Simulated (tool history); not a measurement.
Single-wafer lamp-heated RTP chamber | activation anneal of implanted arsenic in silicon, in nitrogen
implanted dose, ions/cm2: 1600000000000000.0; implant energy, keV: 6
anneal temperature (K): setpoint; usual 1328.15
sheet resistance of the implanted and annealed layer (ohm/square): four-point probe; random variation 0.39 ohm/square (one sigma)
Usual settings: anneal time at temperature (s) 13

run,hour,anneal temperature (K),anneal time at temperature (s),"read-back reference wafer on the same gauge, sheet resistance",sheet resistance of the implanted and annealed layer (ohm/square)
1,0,1328.15,13,93.97,101.76
# hour 14.8: reflector plate cleaned
2,58.1,1345.15,13,93.98,93.16
# hour 108.6: pyrometer window cleaned and pyrometer calibrated
3,120.6,1345.15,13,94.04,93.65
4,149.9,1345.15,13,94.02,93.14
5,185.6,1320.15,17,93.98,100.08
6,230.2,1320.15,17,94.08,99.57
7,257.1,1328.15,13,94.03,100.49
8,287.6,1328.15,13,94,99.46
# hour 312.1: pyrometer window cleaned and pyrometer calibrated
# hour 322.4: gauge calibrated
# hour 329.8: reflector plate cleaned
9,331,1328.15,18,93.97,96.11
10,371.3,1328.15,18,94,94.95
11,408,1301.15,20,93.98,110.66
12,477.6,1328.15,13,94.04,100.48
# hour 509.3: pyrometer window cleaned and pyrometer calibrated
13,538.9,1298.15,7,94.04,150.52
14,593.1,1328.15,11,93.97,105.44
# hour 623.4: reflector plate cleaned
15,649.7,1353.15,15,94.03,87.16
# hour 663.1: pyrometer window cleaned and pyrometer calibrated
16,712,1311.15,7,94.06,137.5
17,755.5,1328.15,13,94.07,102.23
18,787.7,1328.15,13,94.02,101.4
# hour 828.8: pyrometer window cleaned and pyrometer calibrated
19,829.3,1345.15,13,94.01,93.89
# hour 894.1: reflector plate cleaned
20,894.6,1309.15,21,93.99,104.16

4 ways to go on from here, each from the tool as it stands after run 20. What would each give?
A,895,1328.15,9,?,?
B,895,1316.15,13,?,?
C,895,1308.15,5,?,?
D,895,1338.15,10,?,?

run,"read-back reference wafer on the same gauge, sheet resistance",sheet resistance of the implanted and annealed layer (ohm/square)
A,94,113.4
B,94,111.68
C,94,152.78
D,94,103.56
Without the tool's hidden state the same runs would have given:
run,sheet resistance of the implanted and annealed layer (ohm/square)
A,115.06
B,113.46
C,154.96
D,104.91

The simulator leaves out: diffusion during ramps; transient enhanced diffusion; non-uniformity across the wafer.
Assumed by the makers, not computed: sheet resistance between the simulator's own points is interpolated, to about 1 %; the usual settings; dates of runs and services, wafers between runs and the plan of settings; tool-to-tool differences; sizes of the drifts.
